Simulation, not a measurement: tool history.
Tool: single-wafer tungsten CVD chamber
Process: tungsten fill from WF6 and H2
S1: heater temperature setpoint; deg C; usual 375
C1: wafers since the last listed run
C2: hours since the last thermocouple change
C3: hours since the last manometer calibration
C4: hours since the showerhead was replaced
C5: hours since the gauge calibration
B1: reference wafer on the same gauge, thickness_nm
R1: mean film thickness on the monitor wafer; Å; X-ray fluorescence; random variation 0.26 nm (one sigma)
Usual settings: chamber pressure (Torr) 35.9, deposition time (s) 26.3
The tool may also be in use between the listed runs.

Run 1, hour 0: usual settings; C1 0; C2 1246.6; C3 666.8; C4 3811.6; C5 665.1; B1 46.436. Result: R1 498.33 Å.
Run 2, hour 21: usual settings but S1 380 deg C, chamber pressure (Torr) 38.8; C1 324; C2 1267.6; C3 687.8; C4 3832.6; C5 686.1; B1 46.392. Result: R1 565.01 Å.
Run 3, hour 54.7: usual settings but S1 380 deg C, chamber pressure (Torr) 38.8; C1 521; C2 1301.3; C3 721.5; C4 3866.3; C5 719.8; B1 46.423. Result: R1 556.98 Å.
Run 4, hour 70.7: usual settings but S1 380 deg C, chamber pressure (Torr) 38.8; C1 247; C2 1317.3; C3 737.5; C4 3882.3; C5 735.8; B1 46.381. Result: R1 562.63 Å.
Run 5, hour 89.5: usual settings; C1 290; C2 1336.1; C3 756.3; C4 3901.1; C5 754.6; B1 46.366. Result: R1 495.82 Å.
Run 6, hour 116.5: usual settings; C1 417; C2 1363.1; C3 783.3; C4 3928.1; C5 781.6; B1 46.366. Result: R1 490.6 Å.
Run 7, hour 130.8: usual settings; C1 221; C2 1377.4; C3 797.6; C4 3942.4; C5 795.9; B1 46.373. Result: R1 495.1 Å.
Run 8, hour 143.1: usual settings but deposition time (s) 22.2; C1 190; C2 1389.7; C3 809.9; C4 3954.7; C5 808.2; B1 46.35. Result: R1 416.26 Å.
Run 9, hour 162.4: usual settings but deposition time (s) 22.2; C1 298; C2 1409; C3 829.2; C4 3974; C5 827.5; B1 46.363. Result: R1 411.72 Å.
Run 10, hour 192.6: usual settings but deposition time (s) 23.3; C1 467; C2 1439.2; C3 859.4; C4 4004.2; C5 857.7; B1 46.375. Result: R1 435.47 Å.
At hour 194.9: gauge calibrated.
At hour 215.7: thermocouple changed; heater temperature recalibrated.
Run 11, hour 216.2: usual settings but deposition time (s) 23.3; C1 241; C2 0.5; C3 883; C4 4027.8; C5 21.3; B1 46.414. Result: R1 457.3 Å.
Run 12, hour 237.4: usual settings but S1 378 deg C; C1 327; C2 21.7; C3 904.2; C4 4049; C5 42.5; B1 46.396. Result: R1 543.91 Å.
Run 13, hour 265.2: usual settings but S1 378 deg C; C1 430; C2 49.5; C3 932; C4 4076.8; C5 70.3; B1 46.391. Result: R1 545.28 Å.
Run 14, hour 279.7: usual settings; C1 224; C2 64; C3 946.5; C4 4091.3; C5 84.8; B1 46.425. Result: R1 517.28 Å.
Run 15, hour 302: usual settings; C1 344; C2 86.3; C3 968.8; C4 4113.6; C5 107.1; B1 46.451. Result: R1 516.75 Å.
Run 16, hour 322.9: usual settings but S1 365 deg C, deposition time (s) 28.2; C1 323; C2 107.2; C3 989.7; C4 4134.5; C5 128; B1 46.35. Result: R1 459.43 Å.
Run 17, hour 350.8: usual settings; C1 431; C2 135.1; C3 1017.6; C4 4162.4; C5 155.9; B1 46.351. Result: R1 513.38 Å.
Run 18, hour 367.6: usual settings but S1 371 deg C, chamber pressure (Torr) 40.9; C1 259; C2 151.9; C3 1034.4; C4 4179.2; C5 172.7; B1 46.435. Result: R1 507.18 Å.
Run 19, hour 392.3: usual settings but S1 369 deg C, chamber pressure (Torr) 29.6; C1 382; C2 176.6; C3 1059.1; C4 4203.9; C5 197.4; B1 46.427. Result: R1 425.65 Å.
Run 20, hour 409.6: usual settings but S1 365 deg C, chamber pressure (Torr) 38.2, deposition time (s) 31.3; C1 267; C2 193.9; C3 1076.4; C4 4221.2; C5 214.7; B1 46.384. Result: R1 523.67 Å.
Run 21, hour 440.8: usual settings but S1 387 deg C, deposition time (s) 29.1; C1 482; C2 225.1; C3 1107.6; C4 4252.4; C5 245.9; B1 46.395. Result: R1 701.94 Å.
At hour 456.4: capacitance manometer re-zeroed and calibrated.
At hour 457.9: showerhead replaced.
Run 22, hour 464.2: usual settings but deposition time (s) 29.8; C1 214; C2 248.5; C3 7.8; C4 6.3; C5 269.3; B1 46.366. Result: R1 561.34 Å.
Run 23, hour 532.3: usual settings; C1 1053; C2 316.6; C3 75.9; C4 74.4; C5 337.4; B1 46.438. Result: R1 502.58 Å.
Run 24, hour 557.7: usual settings but S1 366 deg C, chamber pressure (Torr) 39.8, deposition time (s) 21.1; C1 392; C2 342; C3 101.3; C4 99.8; C5 362.8; B1 46.422. Result: R1 353.54 Å.
Run 25, hour 573.4: usual settings; C1 242; C2 357.7; C3 117; C4 115.5; C5 378.5; B1 46.363. Result: R1 500.88 Å.
Run 26, hour 588.9: usual settings but S1 384 deg C; C1 239; C2 373.2; C3 132.5; C4 131; C5 394; B1 46.331. Result: R1 592.48 Å.
Run 27, hour 611.9: usual settings; C1 355; C2 396.2; C3 155.5; C4 154; C5 417; B1 46.407. Result: R1 497.02 Å.
Run 28, hour 642.4: usual settings but deposition time (s) 29.2; C1 471; C2 426.7; C3 186; C4 184.5; C5 447.5; B1 46.438. Result: R1 558.06 Å.
Run 29, hour 654.7: usual settings; C1 190; C2 439; C3 198.3; C4 196.8; C5 459.8; B1 46.358. Result: R1 504.83 Å.
Run 30, hour 671.1: usual settings; C1 253; C2 455.4; C3 214.7; C4 213.2; C5 476.2; B1 46.384. Result: R1 503.19 Å.
Run 31, hour 696.5: usual settings but chamber pressure (Torr) 33.6, deposition time (s) 29.3; C1 392; C2 480.8; C3 240.1; C4 238.6; C5 501.6; B1 46.363. Result: R1 545.38 Å.
Run 32, hour 721.7: usual settings; C1 389; C2 506; C3 265.3; C4 263.8; C5 526.8; B1 46.377. Result: R1 503.58 Å.
Run 33, hour 741.4: usual settings but S1 367 deg C, chamber pressure (Torr) 44.5, deposition time (s) 28.7; C1 304; C2 525.7; C3 285; C4 283.5; C5 546.5; B1 46.442. Result: R1 525.85 Å.

Forecast each of these 5 alternatives for the next run:
Run A, hour 741.8: usual settings; C1 6; C2 526.1; C3 285.4; C4 283.9; C5 546.9; B1 ?. Result: R1 ?.
Run B, hour 741.8: usual settings but chamber pressure (Torr) 39.9; C1 6; C2 526.1; C3 285.4; C4 283.9; C5 546.9; B1 ?. Result: R1 ?.
Run C, hour 741.8: usual settings but S1 384 deg C, deposition time (s) 23; C1 6; C2 526.1; C3 285.4; C4 283.9; C5 546.9; B1 ?. Result: R1 ?.
Run D, hour 741.8: usual settings but S1 382 deg C, chamber pressure (Torr) 29.2, deposition time (s) 24.5; C1 6; C2 526.1; C3 285.4; C4 283.9; C5 546.9; B1 ?. Result: R1 ?.
Run E, hour 741.8: usual settings but S1 364 deg C, chamber pressure (Torr) 40.3, deposition time (s) 24; C1 6; C2 526.1; C3 285.4; C4 283.9; C5 546.9; B1 ?. Result: R1 ?.

run      B1      R1
  A  46.461  503.97
  B  46.461  528.62
  C  46.461  517.85
  D  46.461  484.87
  E  46.461  394.43
Without the tool's hidden state the same runs would have given:
run      R1
  A  501.68
  B  526.31
  C  515.27
  D  482.32
  E  392.91
